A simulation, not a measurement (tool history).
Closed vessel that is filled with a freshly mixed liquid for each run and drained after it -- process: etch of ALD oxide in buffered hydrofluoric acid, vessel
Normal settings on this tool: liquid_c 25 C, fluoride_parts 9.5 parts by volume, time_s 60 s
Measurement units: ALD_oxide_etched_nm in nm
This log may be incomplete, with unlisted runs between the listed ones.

| run | hour | liquid_c | fluoride_parts | time_s | read-back film thickness of the ALD oxide reference wafer, read on the same gauge (nm) | ALD_oxide_etched_nm |
|---|---|---|---|---|---|---|
| 1 | 0 | 21.5 | 9.5 | 60 | 149.99 | 80.31 |
| 2 | 15.2 | 21.5 | 9.5 | 60 | 150.01 | 80.45 |
| 3 | 31.6 | 22 | 9.5 | 60 | 149.99 | 82.6 |
| 4 | 45.3 | 22 | 9.5 | 60 | 150.03 | 82.32 |
| 5 | 55.7 | 22 | 9.5 | 60 | 150.01 | 82.22 |
| 6 | 72.8 | 25 | 9.5 | 60 | 150.05 | 96.98 |
| 7 | 82.8 | 25 | 9.5 | 60 | 149.98 | 96.53 |
| 8 | 90.1 | 25 | 9.5 | 60 | 149.96 | 97.32 |
| 9 | 98.3 | 25 | 7.5 | 40 | 150.02 | 81.5 |
| 10 | 111.6 | 25 | 7.5 | 40 | 149.99 | 82.16 |
| 11 | 117.9 | 25 | 9.5 | 60 | 150.03 | 96.34 |
| 12 | 135.8 | 21 | 9.5 | 60 | 150.01 | 78.91 |
| 13 | 144.1 | 21 | 9.5 | 60 | 149.99 | 77.66 |
| 14 | 153.1 | 21 | 9.5 | 60 | 150.02 | 78.35 |
| 15 | 168.1 | 25 | 9.5 | 70 | 150.02 | 113.95 |
| 16 | 186 | 25 | 9.5 | 40 | 150 | 64.92 |
| 17 | 194.9 | 25 | 9.5 | 60 | 150.01 | 97.41 |
|  | 200.6 | thermometer replaced |
| 18 | 209.3 | 25 | 9.5 | 35 | 149.98 | 51.15 |
| 19 | 220.8 | 29 | 5.5 | 90 | 150.02 | 272.17 |
|  | 263.8 | gauge calibrated |
| 20 | 266.5 | 23.5 | 9.5 | 60 | 150.01 | 80.75 |
| 21 | 277 | 27 | 8 | 30 | 149.95 | 57.44 |
| 22 | 289.9 | 20.5 | 13.5 | 80 | 150.02 | 66.68 |
| 23 | 299.5 | 27 | 9.5 | 60 | 149.99 | 98.11 |
| 24 | 305.8 | 25 | 9.5 | 60 | 150 | 88.27 |
| 25 | 315.6 | 23 | 6 | 60 | 150.01 | 122.13 |
| 26 | 334.4 | 28.5 | 9.5 | 60 | 150.02 | 105.69 |
|  | 340.7 | hydrofluoric acid flow meter replaced |
| 27 | 341.1 | 25 | 6.5 | 60 | 149.96 | 128.04 |
| 28 | 349.8 | 20.5 | 11.5 | 40 | 150 | 38.59 |
| 29 | 397.2 | 28 | 10.5 | 70 | 149.99 | 111.67 |
| 30 | 405.5 | 22.5 | 9.5 | 60 | 150 | 77.42 |
| 31 | 416.7 | 25 | 9.5 | 60 | 150 | 88.84 |
| 32 | 433.3 | 23 | 5.5 | 75 | 150 | 166.69 |
| 33 | 470.8 | 25 | 11.5 | 30 | 150 | 37.46 |
| 34 | 483.2 | 25 | 9.5 | 60 | 150 | 88.43 |

4 options for the next run, each taken on its own from the tool as it stands now. Forecast them:
| A | 483.9 | 25 | 9.5 | 60 | ? | ? |
| B | 483.9 | 25 | 9.5 | 50 | ? | ? |
| C | 483.9 | 25 | 9.5 | 30 | ? | ? |
| D | 483.9 | 25 | 5.5 | 95 | ? | ? |

| run | read-back film thickness of the ALD oxide reference wafer, read on the same gauge (nm) | ALD_oxide_etched_nm |
|---|---|---|
| A | 150.01 | 88.38 |
| B | 150.01 | 73.65 |
| C | 150.01 | 44.19 |
| D | 150.01 | 233.73 |
Take away the tool's hidden state, keep each run's random variation, and the runs would have read:
| run | ALD_oxide_etched_nm |
|---|---|
| A | 85.42 |
| B | 71.18 |
| C | 42.71 |
| D | 225.93 |
